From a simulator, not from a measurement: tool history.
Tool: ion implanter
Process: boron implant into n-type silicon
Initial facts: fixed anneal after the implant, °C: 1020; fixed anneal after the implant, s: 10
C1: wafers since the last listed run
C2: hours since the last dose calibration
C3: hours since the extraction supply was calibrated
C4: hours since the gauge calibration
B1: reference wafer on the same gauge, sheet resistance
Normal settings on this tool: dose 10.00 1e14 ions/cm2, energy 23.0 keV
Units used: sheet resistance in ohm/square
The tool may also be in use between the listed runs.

Run 1, hour 0.0: usual settings; C1 0; C2 1201.6; C3 2293.7; C4 708.8; B1 141.97. Result: sheet resistance 126.75 ohm/square.
Run 2, hour 51.8: usual settings but energy 20.0 keV; C1 1271; C2 1253.4; C3 2345.5; C4 760.6; B1 141.99. Result: sheet resistance 127.62 ohm/square.
At hour 176.7: Faraday cup replaced and dose calibrated.
Run 3, hour 177.2: usual settings; C1 2882; C2 0.5; C3 2470.9; C4 886.0; B1 142.04. Result: sheet resistance 122.57 ohm/square.
Run 4, hour 361.8: usual settings; C1 4531; C2 185.1; C3 2655.5; C4 1070.6; B1 142.13. Result: sheet resistance 123.59 ohm/square.
Run 5, hour 428.3: usual settings; C1 1632; C2 251.6; C3 2722.0; C4 1137.1; B1 141.98. Result: sheet resistance 125.02 ohm/square.
Run 6, hour 461.9: usual settings but energy 17.5 keV; C1 824; C2 285.2; C3 2755.6; C4 1170.7; B1 142.13. Result: sheet resistance 127.69 ohm/square.
Run 7, hour 525.4: usual settings; C1 1558; C2 348.7; C3 2819.1; C4 1234.2; B1 141.99. Result: sheet resistance 123.99 ohm/square.
Run 8, hour 562.8: usual settings; C1 918; C2 386.1; C3 2856.5; C4 1271.6; B1 142.17. Result: sheet resistance 125.35 ohm/square.
Run 9, hour 623.1: usual settings; C1 1480; C2 446.4; C3 2916.8; C4 1331.9; B1 141.92. Result: sheet resistance 125.21 ohm/square.
Run 10, hour 676.8: usual settings but dose 8.63 1e14 ions/cm2; C1 1318; C2 500.1; C3 2970.5; C4 1385.6; B1 141.96. Result: sheet resistance 141.90 ohm/square.
At hour 701.2: extraction supply calibrated.
Run 11, hour 735.6: usual settings but dose 8.63 1e14 ions/cm2; C1 1247; C2 558.9; C3 34.4; C4 1444.4; B1 142.00. Result: sheet resistance 142.85 ohm/square.
Run 12, hour 798.8: usual settings but dose 11.21 1e14 ions/cm2; C1 1551; C2 622.1; C3 97.6; C4 1507.6; B1 141.84. Result: sheet resistance 113.81 ohm/square.
At hour 801.5: gauge calibrated.
Run 13, hour 832.0: usual settings but dose 11.21 1e14 ions/cm2; C1 815; C2 655.3; C3 130.8; C4 30.5; B1 141.96. Result: sheet resistance 115.00 ohm/square.
Run 14, hour 961.3: usual settings but dose 10.82 1e14 ions/cm2; C1 3174; C2 784.6; C3 260.1; C4 159.8; B1 142.08. Result: sheet resistance 117.70 ohm/square.
Run 15, hour 988.3: usual settings but dose 7.85 1e14 ions/cm2, energy 27.0 keV; C1 662; C2 811.6; C3 287.1; C4 186.8; B1 142.15. Result: sheet resistance 153.54 ohm/square.
Run 16, hour 1103.3: usual settings; C1 2823; C2 926.6; C3 402.1; C4 301.8; B1 141.98. Result: sheet resistance 127.49 ohm/square.
Run 17, hour 1168.6: usual settings but dose 11.42 1e14 ions/cm2, energy 30.5 keV; C1 1603; C2 991.9; C3 467.4; C4 367.1; B1 141.91. Result: sheet resistance 111.57 ohm/square.
Run 18, hour 1291.8: usual settings but dose 11.68 1e14 ions/cm2, energy 25.5 keV; C1 3024; C2 1115.1; C3 590.6; C4 490.3; B1 141.84. Result: sheet resistance 110.65 ohm/square.
Run 19, hour 1351.9: usual settings; C1 1475; C2 1175.2; C3 650.7; C4 550.4; B1 142.09. Result: sheet resistance 126.59 ohm/square.
Run 20, hour 1378.1: usual settings but dose 7.78 1e14 ions/cm2; C1 643; C2 1201.4; C3 676.9; C4 576.6; B1 142.03. Result: sheet resistance 156.85 ohm/square.
At hour 1397.9: Faraday cup replaced and dose calibrated.
Run 21, hour 1412.4: usual settings but dose 10.82 1e14 ions/cm2; C1 645; C2 14.5; C3 711.2; C4 610.9; B1 141.83. Result: sheet resistance 115.27 ohm/square.
Run 22, hour 1528.9: usual settings but dose 12.23 1e14 ions/cm2, energy 17.5 keV; C1 2859; C2 131.0; C3 827.7; C4 727.4; B1 141.92. Result: sheet resistance 108.00 ohm/square.
Run 23, hour 1684.6: usual settings but dose 9.10 1e14 ions/cm2, energy 17.0 keV; C1 3822; C2 286.7; C3 983.4; C4 883.1; B1 141.90. Result: sheet resistance 138.66 ohm/square.
Run 24, hour 1727.1: usual settings but dose 8.45 1e14 ions/cm2, energy 30.0 keV; C1 1043; C2 329.2; C3 1025.9; C4 925.6; B1 142.24. Result: sheet resistance 142.19 ohm/square.
Run 25, hour 1793.1: usual settings but dose 12.08 1e14 ions/cm2, energy 19.0 keV; C1 1620; C2 395.2; C3 1091.9; C4 991.6; B1 142.07. Result: sheet resistance 109.34 ohm/square.
Run 26, hour 1840.5: usual settings but dose 8.82 1e14 ions/cm2, energy 28.5 keV; C1 1163; C2 442.6; C3 1139.3; C4 1039.0; B1 142.10. Result: sheet resistance 137.37 ohm/square.
Run 27, hour 1870.1: usual settings but dose 12.02 1e14 ions/cm2, energy 20.0 keV; C1 726; C2 472.2; C3 1168.9; C4 1068.6; B1 141.88. Result: sheet resistance 110.19 ohm/square.

Difference, measured minus no-hidden-state, one row per run. Run-to-run variation is common to both terms; the gauge's own scatter need not be:
Hidden state at play: deviation of the true dose from the Faraday cup's reading, %; deviation of the true energy from its setpoint, %; gauge reads high (%).
run  sheet resistance
  1             +5.53
  2             +5.58
  3             +0.38
  4             +2.21
  5             +2.74
  6             +2.97
  7             +3.33
  8             +3.57
  9             +3.87
 10             +4.76
 11             +5.05
 12             +3.99
 13             +4.12
 14             +4.56
 15             +6.25
 16             +5.32
 17             +4.62
 18             +4.66
 19             +5.59
 20             +7.15
 21             +0.21
 22             +1.08
 23             +2.95
 24             +3.33
 25             +2.60
 26             +3.88
 27             +2.96

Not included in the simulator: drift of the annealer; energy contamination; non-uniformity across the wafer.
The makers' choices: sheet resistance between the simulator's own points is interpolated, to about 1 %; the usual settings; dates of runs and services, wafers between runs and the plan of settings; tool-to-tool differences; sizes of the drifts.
